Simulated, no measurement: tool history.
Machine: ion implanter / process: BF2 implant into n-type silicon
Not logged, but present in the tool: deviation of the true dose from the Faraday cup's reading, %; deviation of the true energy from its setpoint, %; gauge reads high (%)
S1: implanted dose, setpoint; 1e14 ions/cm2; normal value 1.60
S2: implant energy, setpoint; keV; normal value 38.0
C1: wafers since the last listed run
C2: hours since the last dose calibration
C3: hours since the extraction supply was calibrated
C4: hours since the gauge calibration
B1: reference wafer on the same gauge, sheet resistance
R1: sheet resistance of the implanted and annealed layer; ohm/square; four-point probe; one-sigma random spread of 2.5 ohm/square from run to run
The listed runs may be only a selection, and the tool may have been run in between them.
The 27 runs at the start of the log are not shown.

run    hour    S1    S2    C1      C2      C3     C4      B1      R1
 28  2004.7  1.12  49.5   651  1180.0   485.2  207.7  550.41  731.77
 29  2072.8  1.99  33.0   984  1248.1   553.3  275.8  551.17  482.92
 30  2120.5  1.15  33.0   689  1295.8   601.0  323.5  550.22  757.70
 31  2177.2  1.30  42.0   819  1352.5   657.7  380.2  549.02  669.15
 32  2263.2  2.05  50.5  1243  1438.5   743.7  466.2  550.03  454.86
 33  2303.0  1.60  25.0   575  1478.3   783.5  506.0  550.08  603.92
 34  2359.9  1.26  30.0   822  1535.2   840.4  562.9  550.48  713.22
 35  2426.7  1.40  25.0   965  1602.0   907.2  629.7  549.68  672.93
     2495.0  -- Faraday cup replaced and dose calibrated
 36  2614.3  1.99  46.0  2596   119.3  1094.8  817.3  549.71  448.68

Consider 5 possible next runs. They are alternatives, not a sequence: every one starts from the tool as it was left by run 36. What does each give?
  A  2614.7  1.60  38.0   5  119.7  1095.2  817.7   ?   ?
  B  2614.7  1.40  30.5   5  119.7  1095.2  817.7   ?   ?
  C  2614.7  1.81  38.0   5  119.7  1095.2  817.7   ?   ?
  D  2614.7  2.03  38.0   5  119.7  1095.2  817.7   ?   ?
  E  2614.7  2.05  30.0   5  119.7  1095.2  817.7   ?   ?

run      B1      R1
  A  550.73  546.63
  B  550.73  626.61
  C  550.73  494.52
  D  550.73  450.27
  E  550.73  458.78
The same runs, with their run-to-run variation unchanged, on a tool lacking any hidden condition would have given:
run      R1
  A  550.64
  B  631.24
  C  498.17
  D  453.61
  E  462.23
